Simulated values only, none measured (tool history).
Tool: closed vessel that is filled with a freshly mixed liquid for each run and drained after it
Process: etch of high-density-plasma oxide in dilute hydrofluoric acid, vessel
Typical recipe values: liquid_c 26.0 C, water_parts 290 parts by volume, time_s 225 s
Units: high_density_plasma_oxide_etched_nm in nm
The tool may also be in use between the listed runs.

run	hour	liquid_c	water_parts	time_s	read-back film thickness of the high-density-plasma oxide reference wafer, read on the same gauge (nm)	high_density_plasma_oxide_etched_nm
1	0.0	26.0	290	130	149.989	2.579
2	41.1	26.0	290	130	149.974	2.580
3	79.3	26.0	290	225	150.018	4.446
4	104.5	26.0	290	225	149.979	4.508
5	162.3	26.0	250	225	149.995	5.376
6	196.7	26.0	290	150	150.028	3.002
7	245.2	30.0	290	225	149.981	5.144
8	276.4	30.0	290	225	149.990	5.136
9	317.4	26.0	240	225	150.019	5.686
10	359.9	26.0	240	225	150.000	5.663
11	385.0	26.0	240	225	149.962	5.650
12	423.5	23.5	290	225	149.997	4.094
13	477.8	23.5	290	225	149.999	4.083
14	520.2	26.0	290	225	149.992	4.472
15	576.2	26.0	290	225	149.999	4.458
16	613.0	28.5	350	225	150.018	3.754
17	670.3	26.0	290	150	150.005	2.986
18	711.1	28.5	290	170	149.991	3.663
19	878.1	26.0	290	340	149.981	6.813
20	939.0	26.0	290	150	149.991	2.980
21	1000.0	26.0	290	150	149.961	2.965
22	1038.1	28.5	290	170	149.977	3.658
23	1107.6	26.0	290	170	150.027	3.374
24	1172.8	26.0	370	100	150.017	1.427
25	1255.2	30.0	290	310	149.976	6.995
26	1326.9	26.0	400	180	150.012	2.337
27	1478.0	23.5	390	150	149.978	1.853
28	1535.2	26.0	290	150	149.980	2.993
29	1587.9	26.0	290	225	150.054	4.495
30	1657.3	24.5	220	130	149.993	3.459
31	1711.2	26.0	290	325	149.994	6.510
32	1736.2	26.0	290	280	150.003	5.533
33	1781.7	26.0	290	225	149.938	4.479

The log once held 3 entries between its listed runs, left out of this copy. Where does each go, and what is different about the tool's unlogged condition between the listed run before it and the listed run after it?
Between runs 18 and 19: hydrofluoric acid flow meter replaced (hour 717.9); thermometer replaced (hour 723.7)
  both runs share identical hidden conditions
Between runs 24 and 25: gauge calibrated (hour 1252.8)
  both runs share identical hidden conditions

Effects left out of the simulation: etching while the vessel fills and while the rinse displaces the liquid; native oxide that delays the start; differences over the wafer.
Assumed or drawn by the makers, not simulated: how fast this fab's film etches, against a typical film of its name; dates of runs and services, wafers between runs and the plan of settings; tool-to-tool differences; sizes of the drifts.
